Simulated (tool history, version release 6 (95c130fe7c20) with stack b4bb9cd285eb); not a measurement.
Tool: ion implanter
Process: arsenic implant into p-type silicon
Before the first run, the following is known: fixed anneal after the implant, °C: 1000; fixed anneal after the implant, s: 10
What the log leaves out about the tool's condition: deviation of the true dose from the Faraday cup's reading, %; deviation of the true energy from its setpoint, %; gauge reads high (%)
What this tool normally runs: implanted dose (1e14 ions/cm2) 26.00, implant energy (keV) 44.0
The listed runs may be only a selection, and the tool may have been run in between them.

run	hour	implanted dose (1e14 ions/cm2)	implant energy (keV)	wafers since the last listed run	hours since the last dose calibration	hours since the extraction supply was calibrated	hours since the gauge calibration	read-back reference wafer on the same gauge, sheet resistance	sheet resistance of the implanted and annealed layer (ohm/square)
1	0.0	29.29	39.5	0	1458.0	5196.2	316.7	76.68	78.08
2	104.1	29.29	39.5	1965	1562.1	5300.3	420.8	76.72	78.28
3	199.3	26.00	44.0	1797	1657.3	5395.5	516.0	76.66	75.38
4	264.5	26.00	44.0	1230	1722.5	5460.7	581.2	76.71	75.34
5	465.2	26.00	44.0	3788	1923.2	5661.4	781.9	76.71	75.30
6	536.8	26.00	44.0	1351	1994.8	5733.0	853.5	76.70	75.42
# hour 566.7: gauge calibrated
# hour 634.2: Faraday cup replaced and dose calibrated
7	634.7	26.00	44.0	1697	0.5	5830.9	68.0	76.70	75.80
8	696.5	26.00	31.5	1166	62.3	5892.7	129.8	76.72	89.67
9	802.1	23.58	36.0	1993	167.9	5998.3	235.4	76.71	85.18
10	890.7	23.06	32.5	1672	256.5	6086.9	324.0	76.72	89.71
11	956.4	31.57	44.0	1240	322.2	6152.6	389.7	76.69	73.25
# hour 1033.2: extraction supply calibrated
12	1060.2	26.00	44.0	1808	426.0	27.0	493.5	76.70	75.55
13	1381.6	26.00	44.0	6067	747.4	348.4	814.9	76.69	75.50
14	1475.4	32.61	32.5	1770	841.2	442.2	908.7	76.70	85.80
15	1511.5	24.05	44.0	681	877.3	478.3	944.8	76.71	76.72

A few steps of sheet resistance of the implanted and annealed layer (ohm/square) between consecutive runs. Split each: what settings, incoming material and random variation would produce without the hidden state, and what is left over for the hidden state, along with gauge scatter present in only one of the two compared results (measured, and without hidden state):
Run 6 -> 7: gauge calibrated, Faraday cup replaced and dose calibrated. sheet resistance of the implanted and annealed layer (ohm/square) +0.38: hidden state +0.65, all else -0.27.
Run 10 -> 11: implanted dose (1e14 ions/cm2) 23.06 -> 31.57, implant energy (keV) 32.5 -> 44.0. sheet resistance of the implanted and annealed layer (ohm/square) -16.46: hidden state +0.00, all else -16.46.
